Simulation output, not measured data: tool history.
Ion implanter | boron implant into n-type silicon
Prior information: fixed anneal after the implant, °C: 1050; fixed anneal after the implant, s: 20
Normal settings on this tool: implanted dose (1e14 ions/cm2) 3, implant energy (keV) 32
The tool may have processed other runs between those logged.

| run | day | implanted dose (1e14 ions/cm2) | implant energy (keV) | wafers since the last listed run | hours since the last dose calibration | hours since the extraction supply was calibrated | hours since the gauge calibration | read-back reference wafer on the same gauge, sheet resistance | sheet resistance of the implanted and annealed layer (ohm/square) |
|---|---|---|---|---|---|---|---|---|---|
| 1 | 0 | 2.64 | 32 | 0 | 1147.3 | 4548.1 | 588.5 | 288.94 | 318.61 |
| 2 | 4.104 | 2.64 | 32 | 1903 | 1245.8 | 4646.6 | 687 | 288.93 | 318.77 |
|  | 5.183 | Faraday cup replaced and dose calibrated |
| 3 | 8.308 | 2.4 | 32 | 1795 | 75 | 4747.5 | 787.9 | 288.98 | 347.28 |
| 4 | 12.212 | 3 | 32 | 1810 | 168.7 | 4841.2 | 881.6 | 289 | 289.43 |
| 5 | 15.288 | 3.44 | 26.5 | 1426 | 242.5 | 4915 | 955.4 | 289 | 263.91 |
| 6 | 17.738 | 3.44 | 26.5 | 1136 | 301.3 | 4973.8 | 1014.2 | 288.96 | 263.43 |
| 7 | 19.933 | 3 | 32 | 1018 | 354 | 5026.5 | 1066.9 | 288.97 | 289.84 |
|  | 23.6 | extraction supply calibrated |
| 8 | 24.138 | 3 | 39 | 1795 | 454.9 | 12.9 | 1167.8 | 289.04 | 282.66 |
| 9 | 25.821 | 3 | 39 | 780 | 495.3 | 53.3 | 1208.2 | 288.98 | 282.56 |
| 10 | 30.254 | 3 | 39 | 2055 | 601.7 | 159.7 | 1314.6 | 289 | 282.6 |
| 11 | 33.108 | 3 | 39 | 1323 | 670.2 | 228.2 | 1383.1 | 288.91 | 282.63 |
| 12 | 37.271 | 2.35 | 32 | 1930 | 770.1 | 328.1 | 1483 | 288.92 | 351.32 |
| 13 | 39.55 | 3.64 | 32 | 1056 | 824.8 | 382.8 | 1537.7 | 288.95 | 245.71 |
|  | 41.838 | gauge calibrated |
| 14 | 42.071 | 3 | 39.5 | 1169 | 885.3 | 443.3 | 5.6 | 289.05 | 282.39 |
| 15 | 46.154 | 3.75 | 32 | 1893 | 983.3 | 541.3 | 103.6 | 289.06 | 239.67 |
| 16 | 50.317 | 3 | 32 | 1930 | 1083.2 | 641.2 | 203.5 | 289.11 | 287.41 |
| 17 | 52.875 | 3 | 32 | 1186 | 1144.6 | 702.6 | 264.9 | 289.01 | 287.52 |
|  | 55.104 | Faraday cup replaced and dose calibrated |
| 18 | 57.308 | 2.49 | 32 | 1901 | 52.9 | 809 | 371.3 | 288.99 | 337.2 |
| 19 | 61.462 | 2.54 | 26.5 | 1926 | 152.6 | 908.7 | 471 | 288.93 | 338.59 |
| 20 | 69.296 | 2.18 | 41 | 3632 | 340.6 | 1096.7 | 659 | 289 | 363.76 |
| 21 | 71.579 | 2.16 | 32 | 1058 | 395.4 | 1151.5 | 713.8 | 288.99 | 376.46 |

What if the next run were any one of these 3? Each begins from the tool's condition after run 21:
| A | 71.596 | 3 | 37.5 | 7 | 395.8 | 1151.9 | 714.2 | ? | ? |
| B | 71.596 | 2.43 | 24 | 7 | 395.8 | 1151.9 | 714.2 | ? | ? |
| C | 71.596 | 3.71 | 22.5 | 7 | 395.8 | 1151.9 | 714.2 | ? | ? |

| run | read-back reference wafer on the same gauge, sheet resistance | sheet resistance of the implanted and annealed layer (ohm/square) |
|---|---|---|
| A | 288.9 | 284.55 |
| B | 288.9 | 354.79 |
| C | 288.9 | 252.44 |
The same runs, with their run-to-run variation unchanged, on a tool lacking any hidden condition would have given:
| run | sheet resistance of the implanted and annealed layer (ohm/square) |
|---|---|
| A | 284.95 |
| B | 355.29 |
| C | 252.79 |
